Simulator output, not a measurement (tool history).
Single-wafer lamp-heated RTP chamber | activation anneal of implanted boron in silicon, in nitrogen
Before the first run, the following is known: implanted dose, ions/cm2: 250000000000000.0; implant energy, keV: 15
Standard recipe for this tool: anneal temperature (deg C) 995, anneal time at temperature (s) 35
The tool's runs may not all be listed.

run	hour	anneal temperature (deg C)	anneal time at temperature (s)	wafers since the last listed run	wafers since the last pyrometer calibration	wafers since the reflector plate was cleaned	hours since the gauge calibration	read-back reference wafer on the same gauge, sheet resistance	sheet resistance of the implanted and annealed layer (ohm/square)
1	0.0	995	35	0	6051	10791	1228.2	295.15	363.49
# hour 15.0: pyrometer window cleaned and pyrometer calibrated
# hour 53.3: reflector plate cleaned
2	248.8	995	35	3009	2918	2527	1477.0	294.88	364.25
3	349.4	995	22	1300	4219	3827	1577.6	294.87	364.15
4	442.7	995	22	1206	5425	5033	1670.9	294.98	363.86
5	540.4	995	35	1263	6688	6296	1768.6	294.64	361.52
# hour 587.1: pyrometer window cleaned and pyrometer calibrated
6	645.7	995	35	1257	757	7554	1873.9	294.27	361.93
7	742.3	995	35	1248	2006	8803	1970.5	294.20	361.66
# hour 752.4: reflector plate cleaned
8	804.5	995	35	700	2707	673	2032.7	294.40	361.26
9	860.3	995	35	721	3428	1395	2088.5	294.34	361.12
10	946.2	995	35	1110	4539	2505	2174.4	294.21	360.20
# hour 1041.3: gauge calibrated
11	1043.5	995	35	1257	5796	3763	2.2	297.69	364.35
12	1082.3	995	35	501	6298	4265	41.0	297.46	364.72
13	1150.1	995	35	876	7175	5141	108.8	297.33	365.06
# hour 1197.4: pyrometer window cleaned and pyrometer calibrated
14	1212.2	995	43	699	190	5840	170.9	297.14	364.95
15	1325.7	995	43	1467	1658	7308	284.4	297.24	364.06
16	1430.7	995	35	1357	3015	8665	389.4	297.11	365.86
17	1533.0	1015	48	1322	4338	9988	491.7	297.03	359.36
# hour 1610.5: reflector plate cleaned
18	1611.0	995	54	904	5243	6	569.7	296.77	363.05
19	1666.8	1014	22	721	5964	727	625.5	296.80	361.02
20	1731.3	1004	26	833	6798	1561	690.0	296.45	362.88
# hour 1768.6: pyrometer window cleaned and pyrometer calibrated
21	1780.9	1017	35	537	159	2099	739.6	296.52	359.26
22	1878.8	979	46	1265	1424	3364	837.5	296.25	370.23
23	1986.8	1007	41	1396	2820	4761	945.5	296.22	359.43
24	2075.2	995	35	1142	3963	5903	1033.9	296.07	362.11
25	2143.1	1012	25	877	4841	6781	1101.8	295.91	362.08
# hour 2260.4: pyrometer window cleaned and pyrometer calibrated
26	2352.2	1009	35	2599	1187	9381	1310.9	295.50	359.90
27	2412.4	995	35	778	1965	10159	1371.1	295.47	364.17
28	2454.9	977	54	549	2514	10709	1413.6	295.47	371.19
# hour 2504.3: reflector plate cleaned
29	2546.2	984	43	1076	3591	541	1504.9	295.41	365.88
30	2650.5	995	35	1348	4940	1889	1609.2	294.98	364.81
31	2754.1	995	35	1339	6279	3229	1712.8	294.92	363.27
# hour 2769.1: pyrometer window cleaned and pyrometer calibrated
32	2797.9	1015	48	462	371	3692	1756.6	295.07	359.57

The same runs without the tool's hidden state, with the same run-to-run variation:
Hidden conditions of the tool in this case: true wafer temperature minus pyrometer reading, K; wafer temperature error from the tarnished reflector plate, K; gauge reads high (%).
run	sheet resistance of the implanted and annealed layer (ohm/square)
1	365.46
2	366.68
3	366.75
4	366.63
5	364.44
6	365.04
7	364.95
8	364.65
9	364.61
10	363.83
11	363.68
12	364.11
13	364.58
14	364.57
15	363.89
16	365.87
17	359.55
18	363.37
19	361.44
20	363.42
21	359.88
22	371.04
23	360.41
24	363.25
25	363.34
26	361.52
27	365.92
28	373.05
29	367.87
30	366.98
31	365.61
32	361.97

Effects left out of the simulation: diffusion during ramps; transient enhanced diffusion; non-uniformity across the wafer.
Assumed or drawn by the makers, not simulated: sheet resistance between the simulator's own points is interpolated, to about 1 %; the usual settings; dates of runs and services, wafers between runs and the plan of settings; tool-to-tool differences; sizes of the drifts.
